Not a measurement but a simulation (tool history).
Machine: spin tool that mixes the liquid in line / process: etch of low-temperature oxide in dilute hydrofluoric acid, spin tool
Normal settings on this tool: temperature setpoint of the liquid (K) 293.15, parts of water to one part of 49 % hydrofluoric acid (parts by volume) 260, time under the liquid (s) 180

run,day,temperature setpoint of the liquid (K),parts of water to one part of 49 % hydrofluoric acid (parts by volume),time under the liquid (s),"read-back film thickness of the low-temperature oxide reference wafer, read on the same gauge (nm)",thickness taken off the low-temperature oxide on a monitor wafer (nm)
1,0.000,292.15,205,180,150.04,10.56
# day 0.712: thermometer replaced
2,1.871,292.15,205,180,150.00,10.45
3,3.588,293.15,260,180,149.95,8.12
4,6.025,293.15,260,180,150.00,8.12
5,8.750,293.15,210,180,149.97,10.63
6,14.517,293.15,210,180,150.05,10.46
7,16.454,293.15,260,180,150.03,7.96
8,23.192,293.15,260,180,149.99,7.83
9,24.554,290.15,165,180,150.01,12.33
10,33.092,295.15,355,215,150.01,6.65
11,34.379,293.15,370,180,150.02,4.99
12,36.529,293.15,260,140,150.02,6.01
13,38.821,293.15,260,225,149.99,9.76
# day 40.196: gauge calibrated
14,40.933,293.15,260,180,149.98,7.80
# day 42.288: thermometer replaced
15,42.308,293.15,260,180,150.01,7.71
# day 43.721: hydrofluoric acid flow meter replaced
16,43.850,293.15,260,180,150.01,8.72
17,45.271,296.15,315,120,150.00,4.98
18,53.783,297.15,340,125,149.97,4.84
19,55.588,290.15,260,180,150.00,7.67
20,58.550,291.15,260,235,149.97,10.51
21,66.025,290.15,350,180,150.05,5.22
22,68.442,291.65,140,220,150.04,20.36
23,71.371,290.15,310,290,149.98,9.72
24,73.692,293.15,260,180,150.00,8.26
25,76.567,297.65,260,180,149.99,9.88
26,78.900,290.15,170,105,150.01,7.10
27,81.067,291.65,140,220,150.01,19.68
28,83.325,295.65,360,180,150.02,5.94
# day 84.475: thermometer replaced
29,85.958,293.15,260,180,150.00,8.17
30,87.583,293.15,260,125,149.97,5.68
31,88.646,290.15,340,210,150.00,6.06

List, for all runs, the conditions of the tool that the log does not record:
liquid colder than its thermometer reads (K): 0, the same for each run
gauge reads high (%): 0, the same for each run
H1: hydrofluoric acid flow below the setpoint (%)
run,H1
1,5.28
2,5.45
3,5.61
4,5.83
5,6.08
6,6.6
7,6.77
8,7.38
9,7.51
10,8.28
11,8.4
12,8.59
13,8.8
14,8.99
15,9.12
16,0.546
17,0.675
18,1.45
19,1.61
20,1.88
21,2.56
22,2.77
23,3.04
24,3.25
25,3.51
26,3.72
27,3.92
28,4.12
29,4.36
30,4.51
31,4.6

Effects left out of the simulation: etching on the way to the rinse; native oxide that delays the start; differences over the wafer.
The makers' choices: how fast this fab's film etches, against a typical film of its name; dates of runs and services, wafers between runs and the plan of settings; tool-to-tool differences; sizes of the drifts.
